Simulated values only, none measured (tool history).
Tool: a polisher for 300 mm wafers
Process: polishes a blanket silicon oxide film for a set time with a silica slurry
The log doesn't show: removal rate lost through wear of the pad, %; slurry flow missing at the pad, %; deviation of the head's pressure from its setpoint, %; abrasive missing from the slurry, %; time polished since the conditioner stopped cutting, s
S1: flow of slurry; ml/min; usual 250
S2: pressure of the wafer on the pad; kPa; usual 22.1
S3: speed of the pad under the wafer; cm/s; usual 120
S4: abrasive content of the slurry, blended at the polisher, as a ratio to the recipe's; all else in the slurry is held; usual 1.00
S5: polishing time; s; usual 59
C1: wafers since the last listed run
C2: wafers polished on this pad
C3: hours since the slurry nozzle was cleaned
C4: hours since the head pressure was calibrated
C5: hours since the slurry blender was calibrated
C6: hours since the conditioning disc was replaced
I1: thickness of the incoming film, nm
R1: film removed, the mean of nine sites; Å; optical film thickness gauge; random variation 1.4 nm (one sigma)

run	hour	S1	S2	S3	S4	S5	C1	C2	C3	C4	C5	C6	I1	R1
1	0.0	250	22.1	120	1.00	59	0	395	23.6	563.2	56.8	57.1	1004.0	1247
2	13.9	250	22.1	120	1.00	59	157	553	37.5	577.1	70.7	71.0	1001.4	1259
3	35.7	250	22.1	120	1.00	59	247	800	59.3	598.9	92.5	92.8	1030.1	1222
# hour 106.2: worn pad replaced by a new one
4	116.1	250	22.1	120	1.00	59	866	112	139.7	679.3	172.9	173.2	1031.8	1235
5	145.4	250	22.1	120	1.00	59	332	444	169.0	708.6	202.2	202.5	1020.4	1247
6	170.9	250	22.1	120	1.00	59	289	733	194.5	734.1	227.7	228.0	1021.0	1222
7	199.8	250	22.1	98	1.00	49	327	1061	223.4	763.0	256.6	256.9	1016.3	839
8	233.8	250	22.1	120	1.00	59	385	1447	257.4	797.0	290.6	290.9	1024.6	1168
9	246.5	250	22.1	120	1.00	59	144	1591	270.1	809.7	303.3	303.6	1014.2	1161
# hour 276.4: slurry nozzle cleaned
# hour 279.3: head pressure recalibrated
# hour 286.8: worn pad replaced by a new one
10	351.9	250	22.1	120	1.00	59	1116	737	75.5	72.6	408.7	409.0	1022.2	1257
# hour 358.4: slurry blender recalibrated
11	378.5	250	22.1	120	1.00	59	279	1016	102.1	99.2	20.1	435.6	1020.2	1250
12	409.8	250	22.1	120	1.00	59	355	1371	133.4	130.5	51.4	466.9	1022.6	1216
13	425.0	250	22.1	120	1.10	59	172	1544	148.6	145.7	66.6	482.1	1032.2	1217
# hour 433.3: worn pad replaced by a new one
14	437.5	250	22.1	120	1.00	59	96	47	161.1	158.2	79.1	494.6	1012.5	1313
15	457.4	250	18.6	120	0.75	59	225	272	181.0	178.1	99.0	514.5	1041.7	942
# hour 461.1: conditioning disc replaced and pad reconditioned
16	475.3	250	29.6	98	1.00	59	180	453	198.9	196.0	116.9	14.2	1031.3	1398
17	499.0	250	22.1	120	1.00	59	268	722	222.6	219.7	140.6	37.9	1038.3	1246
18	543.3	175	29.6	120	1.00	39	502	1224	266.9	264.0	184.9	82.2	1026.8	988
19	563.7	290	22.1	98	1.00	59	231	1455	287.3	284.4	205.3	102.6	1007.5	1029
# hour 571.1: slurry nozzle cleaned
# hour 578.2: worn pad replaced by a new one
20	593.1	250	29.0	120	1.25	70	276	169	22.0	313.8	234.7	132.0	1028.8	2162

Forecast run 21:
21	616.8	225	22.1	90	0.90	53	268	438	45.7	337.5	258.4	155.7	1028.0	?

{"run 21": {"R1": 829}}
Without the tool's hidden state the same run would have given R1 839 Å.
